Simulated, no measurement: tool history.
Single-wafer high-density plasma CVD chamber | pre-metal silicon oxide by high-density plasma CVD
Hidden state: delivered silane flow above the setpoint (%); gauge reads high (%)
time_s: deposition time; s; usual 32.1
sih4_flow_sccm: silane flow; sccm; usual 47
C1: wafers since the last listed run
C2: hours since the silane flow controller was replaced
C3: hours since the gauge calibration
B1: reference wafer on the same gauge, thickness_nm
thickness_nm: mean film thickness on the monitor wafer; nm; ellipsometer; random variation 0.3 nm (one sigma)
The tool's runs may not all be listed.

run 1 day=0.000 | time_s=32.1 sih4_flow_sccm=47 | C1=0 C2=4798.6 C3=482.9 | B1=171.975 | thickness_nm=160.854
run 2 day=0.625 | time_s=32.1 sih4_flow_sccm=47 | C1=245 C2=4813.6 C3=497.9 | B1=171.932 | thickness_nm=161.223
run 3 day=1.779 | time_s=32.1 sih4_flow_sccm=47 | C1=453 C2=4841.3 C3=525.6 | B1=171.956 | thickness_nm=160.918
run 4 day=3.250 | time_s=32.1 sih4_flow_sccm=47 | C1=577 C2=4876.6 C3=560.9 | B1=172.005 | thickness_nm=160.850
run 5 day=4.017 | time_s=32.1 sih4_flow_sccm=47 | C1=301 C2=4895.0 C3=579.3 | B1=172.045 | thickness_nm=161.198
run 6 day=4.962 | time_s=32.1 sih4_flow_sccm=47 | C1=371 C2=4917.7 C3=602.0 | B1=171.973 | thickness_nm=160.585
run 7 day=5.592 | time_s=32.1 sih4_flow_sccm=49 | C1=247 C2=4932.8 C3=617.1 | B1=172.051 | thickness_nm=165.757
run 8 day=6.304 | time_s=32.1 sih4_flow_sccm=49 | C1=279 C2=4949.9 C3=634.2 | B1=171.919 | thickness_nm=165.247
run 9 day=7.454 | time_s=32.1 sih4_flow_sccm=47 | C1=451 C2=4977.5 C3=661.8 | B1=171.980 | thickness_nm=161.420
run 10 day=8.600 | time_s=32.1 sih4_flow_sccm=47 | C1=449 C2=5005.0 C3=689.3 | B1=172.046 | thickness_nm=161.688
run 11 day=10.004 | time_s=32.1 sih4_flow_sccm=47 | C1=551 C2=5038.7 C3=723.0 | B1=172.011 | thickness_nm=161.524
run 12 day=10.746 | time_s=32.1 sih4_flow_sccm=47 | C1=291 C2=5056.5 C3=740.8 | B1=171.999 | thickness_nm=161.020
run 13 day=11.825 | time_s=32.1 sih4_flow_sccm=47 | C1=423 C2=5082.4 C3=766.7 | B1=172.032 | thickness_nm=161.082
run 14 day=13.158 | time_s=32.1 sih4_flow_sccm=47 | C1=523 C2=5114.4 C3=798.7 | B1=171.994 | thickness_nm=161.415
run 15 day=14.612 | time_s=36.6 sih4_flow_sccm=47 | C1=571 C2=5149.3 C3=833.6 | B1=172.018 | thickness_nm=184.429
run 16 day=15.479 | time_s=34.0 sih4_flow_sccm=47 | C1=340 C2=5170.1 C3=854.4 | B1=171.976 | thickness_nm=171.709
run 17 day=16.646 | time_s=32.1 sih4_flow_sccm=47 | C1=458 C2=5198.1 C3=882.4 | B1=171.952 | thickness_nm=161.560
run 18 day=17.629 | time_s=32.1 sih4_flow_sccm=47 | C1=386 C2=5221.7 C3=906.0 | B1=171.935 | thickness_nm=161.833
-- day=18.192 gauge calibrated
run 19 day=18.433 | time_s=32.1 sih4_flow_sccm=45 | C1=315 C2=5241.0 C3=5.8 | B1=172.016 | thickness_nm=157.195
run 20 day=18.996 | time_s=32.1 sih4_flow_sccm=45 | C1=220 C2=5254.5 C3=19.3 | B1=171.973 | thickness_nm=157.128
run 21 day=22.504 | time_s=32.1 sih4_flow_sccm=45 | C1=1377 C2=5338.7 C3=103.5 | B1=171.977 | thickness_nm=157.620
run 22 day=23.212 | time_s=32.1 sih4_flow_sccm=41 | C1=278 C2=5355.7 C3=120.5 | B1=172.022 | thickness_nm=148.368
run 23 day=24.212 | time_s=34.5 sih4_flow_sccm=52 | C1=392 C2=5379.7 C3=144.5 | B1=172.009 | thickness_nm=185.590
run 24 day=25.617 | time_s=32.1 sih4_flow_sccm=44 | C1=551 C2=5413.4 C3=178.2 | B1=171.975 | thickness_nm=154.956
run 25 day=26.992 | time_s=38.2 sih4_flow_sccm=42 | C1=539 C2=5446.4 C3=211.2 | B1=172.101 | thickness_nm=179.473
run 26 day=28.246 | time_s=35.3 sih4_flow_sccm=42 | C1=492 C2=5476.5 C3=241.3 | B1=172.017 | thickness_nm=165.805
run 27 day=29.033 | time_s=32.1 sih4_flow_sccm=54 | C1=309 C2=5495.4 C3=260.2 | B1=171.974 | thickness_nm=177.133
-- day=29.938 silane flow controller replaced
run 28 day=30.446 | time_s=26.7 sih4_flow_sccm=50 | C1=423 C2=12.2 C3=294.1 | B1=171.918 | thickness_nm=134.574
run 29 day=31.454 | time_s=26.0 sih4_flow_sccm=42 | C1=395 C2=36.4 C3=318.3 | B1=172.049 | thickness_nm=117.387
run 30 day=32.096 | time_s=32.1 sih4_flow_sccm=47 | C1=251 C2=51.8 C3=333.7 | B1=172.042 | thickness_nm=154.735
run 31 day=32.633 | time_s=32.1 sih4_flow_sccm=47 | C1=211 C2=64.7 C3=346.6 | B1=171.978 | thickness_nm=155.656
run 32 day=34.033 | time_s=26.1 sih4_flow_sccm=53 | C1=549 C2=98.3 C3=380.2 | B1=172.028 | thickness_nm=136.419
run 33 day=35.500 | time_s=35.3 sih4_flow_sccm=40 | C1=575 C2=133.5 C3=415.4 | B1=172.124 | thickness_nm=154.876

The next listed run, before its measurement:
run 34 day=36.396 | time_s=32.1 sih4_flow_sccm=47 | C1=351 C2=155.0 C3=436.9 | B1=? | thickness_nm=?

B1: 172.123
thickness_nm: 156.123 nm
Without the tool's hidden state the same run would have given thickness_nm 155.520 nm.
